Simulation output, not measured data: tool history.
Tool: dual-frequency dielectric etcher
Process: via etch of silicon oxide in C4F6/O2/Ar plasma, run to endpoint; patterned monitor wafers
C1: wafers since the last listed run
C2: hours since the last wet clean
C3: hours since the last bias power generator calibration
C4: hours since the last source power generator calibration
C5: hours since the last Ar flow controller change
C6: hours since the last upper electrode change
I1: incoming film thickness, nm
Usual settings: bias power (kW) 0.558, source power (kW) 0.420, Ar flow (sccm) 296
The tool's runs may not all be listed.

run 1 hour=0.0 | bias_power_(kW)=0.558 source_power_(kW)=0.420 Ar_flow_(sccm)=296 | C1=0 C2=38.3 C3=2545.7 C4=3177.1 C5=3009.4 C6=3572.0 | I1=70.6 | endpoint_time_(s)=15.1
run 2 hour=22.0 | bias_power_(kW)=0.558 source_power_(kW)=0.420 Ar_flow_(sccm)=296 | C1=429 C2=60.3 C3=2567.7 C4=3199.1 C5=3031.4 C6=3594.0 | I1=71.3 | endpoint_time_(s)=15.2
run 3 hour=52.1 | bias_power_(kW)=0.558 source_power_(kW)=0.420 Ar_flow_(sccm)=296 | C1=587 C2=90.4 C3=2597.8 C4=3229.2 C5=3061.5 C6=3624.1 | I1=71.3 | endpoint_time_(s)=15.1
run 4 hour=71.3 | bias_power_(kW)=0.600 source_power_(kW)=0.420 Ar_flow_(sccm)=296 | C1=374 C2=109.6 C3=2617.0 C4=3248.4 C5=3080.7 C6=3643.3 | I1=70.9 | endpoint_time_(s)=14.6
run 5 hour=102.2 | bias_power_(kW)=0.558 source_power_(kW)=0.420 Ar_flow_(sccm)=296 | C1=603 C2=140.5 C3=2647.9 C4=3279.3 C5=3111.6 C6=3674.2 | I1=71.5 | endpoint_time_(s)=15.1
run 6 hour=134.6 | bias_power_(kW)=0.558 source_power_(kW)=0.420 Ar_flow_(sccm)=296 | C1=632 C2=172.9 C3=2680.3 C4=3311.7 C5=3144.0 C6=3706.6 | I1=71.9 | endpoint_time_(s)=15.3
run 7 hour=157.5 | bias_power_(kW)=0.558 source_power_(kW)=0.420 Ar_flow_(sccm)=296 | C1=447 C2=195.8 C3=2703.2 C4=3334.6 C5=3166.9 C6=3729.5 | I1=70.7 | endpoint_time_(s)=14.9
-- hour=170.0 Ar flow controller replaced
run 8 hour=171.3 | bias_power_(kW)=0.558 source_power_(kW)=0.420 Ar_flow_(sccm)=296 | C1=152 C2=209.6 C3=2717.0 C4=3348.4 C5=1.3 C6=3743.3 | I1=71.6 | endpoint_time_(s)=15.2
run 9 hour=191.0 | bias_power_(kW)=0.558 source_power_(kW)=0.420 Ar_flow_(sccm)=296 | C1=384 C2=229.3 C3=2736.7 C4=3368.1 C5=21.0 C6=3763.0 | I1=72.0 | endpoint_time_(s)=15.3
-- hour=217.2 source power generator calibrated
run 10 hour=219.5 | bias_power_(kW)=0.558 source_power_(kW)=0.420 Ar_flow_(sccm)=296 | C1=478 C2=257.8 C3=2765.2 C4=2.3 C5=49.5 C6=3791.5 | I1=71.4 | endpoint_time_(s)=15.0
run 11 hour=238.4 | bias_power_(kW)=0.628 source_power_(kW)=0.370 Ar_flow_(sccm)=296 | C1=368 C2=276.7 C3=2784.1 C4=21.2 C5=68.4 C6=3810.4 | I1=70.8 | endpoint_time_(s)=15.0
run 12 hour=255.1 | bias_power_(kW)=0.628 source_power_(kW)=0.370 Ar_flow_(sccm)=296 | C1=326 C2=293.4 C3=2800.8 C4=37.9 C5=85.1 C6=3827.1 | I1=71.6 | endpoint_time_(s)=15.3
run 13 hour=269.2 | bias_power_(kW)=0.558 source_power_(kW)=0.420 Ar_flow_(sccm)=296 | C1=275 C2=307.5 C3=2814.9 C4=52.0 C5=99.2 C6=3841.2 | I1=71.7 | endpoint_time_(s)=15.1
run 14 hour=297.9 | bias_power_(kW)=0.558 source_power_(kW)=0.460 Ar_flow_(sccm)=296 | C1=560 C2=336.2 C3=2843.6 C4=80.7 C5=127.9 C6=3869.9 | I1=72.0 | endpoint_time_(s)=14.7
run 15 hour=319.5 | bias_power_(kW)=0.624 source_power_(kW)=0.420 Ar_flow_(sccm)=260 | C1=421 C2=357.8 C3=2865.2 C4=102.3 C5=149.5 C6=3891.5 | I1=71.4 | endpoint_time_(s)=14.7
run 16 hour=350.2 | bias_power_(kW)=0.444 source_power_(kW)=0.420 Ar_flow_(sccm)=296 | C1=599 C2=388.5 C3=2895.9 C4=133.0 C5=180.2 C6=3922.2 | I1=71.1 | endpoint_time_(s)=15.9
-- hour=374.2 bias power generator calibrated
run 17 hour=374.7 | bias_power_(kW)=0.508 source_power_(kW)=0.420 Ar_flow_(sccm)=296 | C1=400 C2=413.0 C3=0.5 C4=157.5 C5=204.7 C6=3946.7 | I1=71.3 | endpoint_time_(s)=15.5
run 18 hour=405.1 | bias_power_(kW)=0.480 source_power_(kW)=0.420 Ar_flow_(sccm)=246 | C1=593 C2=443.4 C3=30.9 C4=187.9 C5=235.1 C6=3977.1 | I1=70.8 | endpoint_time_(s)=15.4
run 19 hour=434.7 | bias_power_(kW)=0.628 source_power_(kW)=0.370 Ar_flow_(sccm)=296 | C1=577 C2=473.0 C3=60.5 C4=217.5 C5=264.7 C6=4006.7 | I1=71.7 | endpoint_time_(s)=15.4
-- hour=471.4 wet clean of the chamber
run 20 hour=471.9 | bias_power_(kW)=0.628 source_power_(kW)=0.370 Ar_flow_(sccm)=296 | C1=257 C2=0.5 C3=97.7 C4=254.7 C5=301.9 C6=4043.9 | I1=71.8 | endpoint_time_(s)=15.4
run 21 hour=479.8 | bias_power_(kW)=0.558 source_power_(kW)=0.370 Ar_flow_(sccm)=321 | C1=154 C2=8.4 C3=105.6 C4=262.6 C5=309.8 C6=4051.8 | I1=71.3 | endpoint_time_(s)=15.8
-- hour=513.1 upper electrode replaced
run 22 hour=513.6 | bias_power_(kW)=0.558 source_power_(kW)=0.390 Ar_flow_(sccm)=331 | C1=191 C2=42.2 C3=139.4 C4=296.4 C5=343.6 C6=0.5 | I1=70.5 | endpoint_time_(s)=15.2
run 23 hour=516.8 | bias_power_(kW)=0.628 source_power_(kW)=0.370 Ar_flow_(sccm)=296 | C1=62 C2=45.4 C3=142.6 C4=299.6 C5=346.8 C6=3.7 | I1=71.1 | endpoint_time_(s)=15.1
run 24 hour=535.3 | bias_power_(kW)=0.681 source_power_(kW)=0.340 Ar_flow_(sccm)=296 | C1=361 C2=63.9 C3=161.1 C4=318.1 C5=365.3 C6=22.2 | I1=71.1 | endpoint_time_(s)=15.2
run 25 hour=549.4 | bias_power_(kW)=0.658 source_power_(kW)=0.390 Ar_flow_(sccm)=296 | C1=275 C2=78.0 C3=175.2 C4=332.2 C5=379.4 C6=36.3 | I1=72.1 | endpoint_time_(s)=14.8
run 26 hour=568.4 | bias_power_(kW)=0.499 source_power_(kW)=0.460 Ar_flow_(sccm)=358 | C1=370 C2=97.0 C3=194.2 C4=351.2 C5=398.4 C6=55.3 | I1=71.3 | endpoint_time_(s)=15.4
run 27 hour=590.3 | bias_power_(kW)=0.558 source_power_(kW)=0.490 Ar_flow_(sccm)=296 | C1=427 C2=118.9 C3=216.1 C4=373.1 C5=420.3 C6=77.2 | I1=71.2 | endpoint_time_(s)=14.4
run 28 hour=623.7 | bias_power_(kW)=0.691 source_power_(kW)=0.340 Ar_flow_(sccm)=227 | C1=652 C2=152.3 C3=249.5 C4=406.5 C5=453.7 C6=110.6 | I1=70.8 | endpoint_time_(s)=14.5
run 29 hour=655.2 | bias_power_(kW)=0.453 source_power_(kW)=0.470 Ar_flow_(sccm)=251 | C1=614 C2=183.8 C3=281.0 C4=438.0 C5=485.2 C6=142.1 | I1=71.2 | endpoint_time_(s)=15.1

4 ways to go on from here, each from the tool as it stands after run 29. What would each give?
run A hour=655.6 | bias_power_(kW)=0.558 source_power_(kW)=0.420 Ar_flow_(sccm)=296 | C1=7 C2=184.2 C3=281.4 C4=438.4 C5=485.6 C6=142.5 | I1=71.3 | endpoint_time_(s)=?
run B hour=655.6 | bias_power_(kW)=0.424 source_power_(kW)=0.480 Ar_flow_(sccm)=244 | C1=7 C2=184.2 C3=281.4 C4=438.4 C5=485.6 C6=142.5 | I1=71.3 | endpoint_time_(s)=?
run C hour=655.6 | bias_power_(kW)=0.503 source_power_(kW)=0.420 Ar_flow_(sccm)=296 | C1=7 C2=184.2 C3=281.4 C4=438.4 C5=485.6 C6=142.5 | I1=71.3 | endpoint_time_(s)=?
run D hour=655.6 | bias_power_(kW)=0.655 source_power_(kW)=0.390 Ar_flow_(sccm)=296 | C1=7 C2=184.2 C3=281.4 C4=438.4 C5=485.6 C6=142.5 | I1=71.3 | endpoint_time_(s)=?

run=A endpoint_time_(s)=15.2
run=B endpoint_time_(s)=15.4
run=C endpoint_time_(s)=15.6
run=D endpoint_time_(s)=14.8
Without the tool's hidden state the same runs would have given:
run=A endpoint_time_(s)=15.2
run=B endpoint_time_(s)=15.4
run=C endpoint_time_(s)=15.6
run=D endpoint_time_(s)=14.8

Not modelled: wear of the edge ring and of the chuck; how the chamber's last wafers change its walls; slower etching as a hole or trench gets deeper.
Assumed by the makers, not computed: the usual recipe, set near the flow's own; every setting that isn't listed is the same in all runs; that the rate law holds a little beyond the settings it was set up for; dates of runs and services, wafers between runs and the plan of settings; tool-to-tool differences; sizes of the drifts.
